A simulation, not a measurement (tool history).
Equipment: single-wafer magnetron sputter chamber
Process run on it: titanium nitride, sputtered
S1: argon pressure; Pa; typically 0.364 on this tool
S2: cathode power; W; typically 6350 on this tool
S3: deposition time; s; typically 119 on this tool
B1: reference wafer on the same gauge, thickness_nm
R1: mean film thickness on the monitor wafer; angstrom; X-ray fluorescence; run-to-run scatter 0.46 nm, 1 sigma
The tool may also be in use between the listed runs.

run,hour,S1,S2,S3,B1,R1
1,0,0.364,6350,119,142.088,1290.32
2,54.3,0.364,5750,119,142.127,1174.58
# hour 131.3: sputter target and shields replaced
3,138.8,0.288,6350,128,142.048,1436.04
4,230.1,0.288,6350,128,141.966,1428.63
5,268.2,0.288,6350,128,141.944,1434.03
6,351.6,0.364,6350,119,141.982,1298.26
7,448.1,0.364,6350,119,142.203,1297.8
8,488.7,0.364,6350,119,142.048,1295.77
9,594,0.401,6350,107,141.961,1153.29
10,699.8,0.364,6350,119,142.146,1306
# hour 747.2: sputter target and shields replaced
11,801.8,0.364,6350,119,142.115,1296.64
12,847.6,0.266,6350,108,141.947,1213.01
13,898.5,0.266,6350,108,141.875,1219.29
14,964.2,0.463,6350,119,142.132,1252.2
15,1056.1,0.463,6350,119,142.199,1258.56
16,1106,0.364,6350,119,141.862,1301.16
17,1174.5,0.364,6350,119,141.889,1294.61
18,1269.3,0.251,7000,109,141.881,1367.74
# hour 1293.8: magnet pack replaced
# hour 1310.9: sputter target and shields replaced
19,1347,0.431,7050,106,142.102,1260.13
# hour 1365.5: capacitance manometer re-zeroed and calibrated
20,1391.2,0.364,6350,134,141.921,1402.6
21,1449.5,0.458,5750,107,141.979,979.49
# hour 1510.5: gauge calibrated
22,1521.7,0.431,7050,106,142.045,1209.46
23,1582.1,0.309,7850,119,142.017,1571.44
24,1651.2,0.364,7800,119,141.906,1544.16
25,1738.7,0.483,6350,119,142.032,1210.91
# hour 1785.3: sputter target and shields replaced
# hour 1913.9: capacitance manometer re-zeroed and calibrated, repeated, since the last time left the tool worse
26,1932.1,0.364,7800,101,141.923,1331.88
27,2009.6,0.326,6350,119,142.048,1299.97
28,2065.8,0.364,6350,98,142.224,1057.5
29,2110.1,0.473,7700,126,141.948,1593.23
30,2198,0.472,5900,119,141.961,1153.86
31,2265.8,0.227,7500,132,142.125,1767.39
# hour 2289.2: sputter target and shields replaced
32,2335.2,0.364,6350,119,141.981,1293.57
33,2378.4,0.364,6350,103,142.084,1120.98
34,2471.8,0.364,7450,99,141.972,1265.48

Subtracting, for every run, the result it would have given without the tool's unlogged condition from the measured result gives the following. The same run-to-run variation enters both numbers; the gauge's scatter may not:
What the log doesn't record here: deposition rate above that of a new target (%); true argon pressure above the setpoint (%); gauge reads high (%).
run,R1
1,+12.46
2,+11.79
3,+12.48
4,+13.03
5,+13.32
6,+15.23
7,+15.77
8,+15.96
9,+15.91
10,+17.03
11,+17.27
12,+12.51
13,+12.7
14,+21.07
15,+21.46
16,+18.18
17,+18.25
18,+14.26
19,+20.88
20,-32.75
21,-26.67
22,-29.62
23,-27.71
24,-29.87
25,-28.25
26,+1.83
27,+3.19
28,+3.79
29,+8.45
30,+7.83
31,+7.45
32,+9.11
33,+8.4
34,+10.6
